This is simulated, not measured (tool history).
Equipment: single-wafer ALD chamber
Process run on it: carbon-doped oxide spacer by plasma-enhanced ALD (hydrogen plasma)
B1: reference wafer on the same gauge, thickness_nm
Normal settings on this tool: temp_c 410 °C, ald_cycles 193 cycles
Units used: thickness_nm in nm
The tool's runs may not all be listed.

Run 1, hour 0.0: usual settings; B1 8.896. Result: thickness_nm 9.552 nm.
Run 2, hour 28.7: usual settings; B1 8.903. Result: thickness_nm 9.473 nm.
Run 3, hour 60.4: usual settings but temp_c 405 °C, ald_cycles 182 cycles; B1 8.871. Result: thickness_nm 9.161 nm.
Run 4, hour 83.4: usual settings but temp_c 405 °C, ald_cycles 182 cycles; B1 8.839. Result: thickness_nm 9.170 nm.
Run 5, hour 96.1: usual settings; B1 8.851. Result: thickness_nm 9.617 nm.
Run 6, hour 130.0: usual settings; B1 8.859. Result: thickness_nm 9.516 nm.
Run 7, hour 161.7: usual settings; B1 8.860. Result: thickness_nm 9.493 nm.
Run 8, hour 182.6: usual settings; B1 8.831. Result: thickness_nm 9.518 nm.
Run 9, hour 217.8: usual settings; B1 8.826. Result: thickness_nm 9.587 nm.
Run 10, hour 239.3: usual settings; B1 8.790. Result: thickness_nm 9.493 nm.
Run 11, hour 258.1: usual settings; B1 8.781. Result: thickness_nm 9.411 nm.
Run 12, hour 292.7: usual settings; B1 8.811. Result: thickness_nm 9.455 nm.
At hour 308.0: gauge calibrated.
Run 13, hour 315.8: usual settings; B1 8.974. Result: thickness_nm 9.687 nm.
Run 14, hour 348.9: usual settings but ald_cycles 213 cycles; B1 8.946. Result: thickness_nm 10.675 nm.
Run 15, hour 367.9: usual settings but ald_cycles 213 cycles; B1 8.949. Result: thickness_nm 10.529 nm.
Run 16, hour 386.6: usual settings but temp_c 421 °C, ald_cycles 180 cycles; B1 8.935. Result: thickness_nm 8.678 nm.
At hour 453.3: thermocouple changed; heater temperature recalibrated.
Run 17, hour 488.9: usual settings but ald_cycles 213 cycles; B1 8.874. Result: thickness_nm 10.692 nm.
Run 18, hour 507.2: usual settings but ald_cycles 165 cycles; B1 8.879. Result: thickness_nm 8.134 nm.
Run 19, hour 530.3: usual settings but temp_c 400 °C, ald_cycles 166 cycles; B1 8.875. Result: thickness_nm 8.405 nm.
Run 20, hour 558.1: usual settings; B1 8.874. Result: thickness_nm 9.679 nm.
Run 21, hour 576.9: usual settings but temp_c 398 °C, ald_cycles 167 cycles; B1 8.857. Result: thickness_nm 8.506 nm.
Run 22, hour 597.9: usual settings but temp_c 397 °C, ald_cycles 167 cycles; B1 8.840. Result: thickness_nm 8.504 nm.
Run 23, hour 629.8: usual settings; B1 8.836. Result: thickness_nm 9.466 nm.
Run 24, hour 648.1: usual settings but temp_c 415 °C; B1 8.835. Result: thickness_nm 9.339 nm.
Run 25, hour 670.6: usual settings but temp_c 416 °C, ald_cycles 222 cycles; B1 8.824. Result: thickness_nm 10.709 nm.
Run 26, hour 706.0: usual settings but temp_c 418 °C, ald_cycles 158 cycles; B1 8.807. Result: thickness_nm 7.604 nm.
Run 27, hour 722.9: usual settings but temp_c 420 °C, ald_cycles 164 cycles; B1 8.814. Result: thickness_nm 7.783 nm.
Run 28, hour 802.6: usual settings but ald_cycles 213 cycles; B1 8.778. Result: thickness_nm 10.314 nm.
Run 29, hour 814.6: usual settings but temp_c 418 °C, ald_cycles 158 cycles; B1 8.756. Result: thickness_nm 7.594 nm.
Run 30, hour 843.2: usual settings but temp_c 397 °C; B1 8.776. Result: thickness_nm 9.775 nm.
Run 31, hour 859.7: usual settings but temp_c 395 °C, ald_cycles 156 cycles; B1 8.767. Result: thickness_nm 7.922 nm.

The tool's hidden state at each run:
wafer temperature above the value expected at the setpoint (K): 0 in every run
H1: gauge reads high (%)
run      H1
  1   -1.37
  2   -1.49
  3   -1.61
  4   -1.71
  5   -1.76
  6   -1.89
  7   -2.02
  8    -2.1
  9   -2.24
 10   -2.33
 11   -2.41
 12   -2.54
 13  -0.735
 14  -0.868
 15  -0.944
 16   -1.02
 17   -1.43
 18    -1.5
 19   -1.59
 20    -1.7
 21   -1.78
 22   -1.86
 23   -1.99
 24   -2.06
 25   -2.15
 26    -2.3
 27   -2.36
 28   -2.68
 29   -2.73
 30   -2.84
 31   -2.91

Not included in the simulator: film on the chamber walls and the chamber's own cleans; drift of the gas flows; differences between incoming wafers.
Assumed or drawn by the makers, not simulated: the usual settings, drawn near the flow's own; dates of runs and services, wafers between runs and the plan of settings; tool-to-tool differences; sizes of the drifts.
